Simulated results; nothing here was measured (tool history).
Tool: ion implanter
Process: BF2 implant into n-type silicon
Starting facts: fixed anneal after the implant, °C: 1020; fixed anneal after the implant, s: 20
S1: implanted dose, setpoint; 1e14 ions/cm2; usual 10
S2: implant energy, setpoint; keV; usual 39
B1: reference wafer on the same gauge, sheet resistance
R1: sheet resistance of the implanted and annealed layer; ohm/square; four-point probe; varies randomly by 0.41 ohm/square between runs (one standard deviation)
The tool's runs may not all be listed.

run	day	S1	S2	B1	R1
1	0	10.79	31.5	178.99	153.66
2	1.217	10	39	178.92	149.59
3	2.712	12.06	39	179.01	135.65
4	3.812	12.06	39	179.04	135.7
5	4.371	10	39	178.98	149.96
6	5.625	10	39	179.02	150.81
7	6.125	10	44	178.98	145.36
8	7.546	10	44	178.98	145.97
9	8.538	11.85	31	179.02	147.73
10	9.817	9.23	46	179	152.1
11	11.288	9.23	46	179.05	151.8
12	12.958	9.23	46	179.01	151.33
13	13.512	10	30	179.07	162.18
14	14.712	10	30	179	161.4
15	15.958	10	46.5	178.98	143.6
16	16.85	8.21	39	178.97	170.56
17	17.65	12.79	29.5	178.98	146.54
18	19.017	10	45.5	179.05	143.62
19	20.204	10	39	178.99	149.89
20	21.442	8.51	39	178.96	166.14
21	22.196	8.21	32.5	179.02	177.7
22	22.954	10	39	179	150.26
23	23.538	7.35	28.5	179.01	198.81
24	24.183	12.87	30.5	178.96	144.61
25	24.783	10	52.5	179.05	140.19
26	26.158	10.89	43	178.94	138.51
27	27.292	8.82	39	179	162.44
28	28.692	10	39	179.03	149.77
29	32.154	11.38	47	179.01	132.23
30	33.1	12.54	43.5	179	127.93
31	36.454	10	39	179.05	149.87
32	37.917	10.83	39	179.02	142.81
33	38.558	10	39	179.06	149.93
34	39.546	10	39	179.04	149.84
35	40.658	10	50.5	179.13	140.61
36	41.525	9.15	32.5	179.01	166.45
37	42.2	10	30	178.96	162.02
38	42.746	12.21	28.5	178.94	151.67

Withheld: 3 entries from between the runs. Position of each, and hidden state at the listed run before versus the listed run after:
Run 12 -> run 13: gauge calibrated (day 12.983)
  nothing in the hidden state changes from one run to the other
Run 25 -> run 26: Faraday cup replaced and dose calibrated (day 26.138)
  nothing in the hidden state changes from one run to the other
Run 26 -> run 27: extraction supply calibrated (day 27.267)
  nothing in the hidden state changes from one run to the other
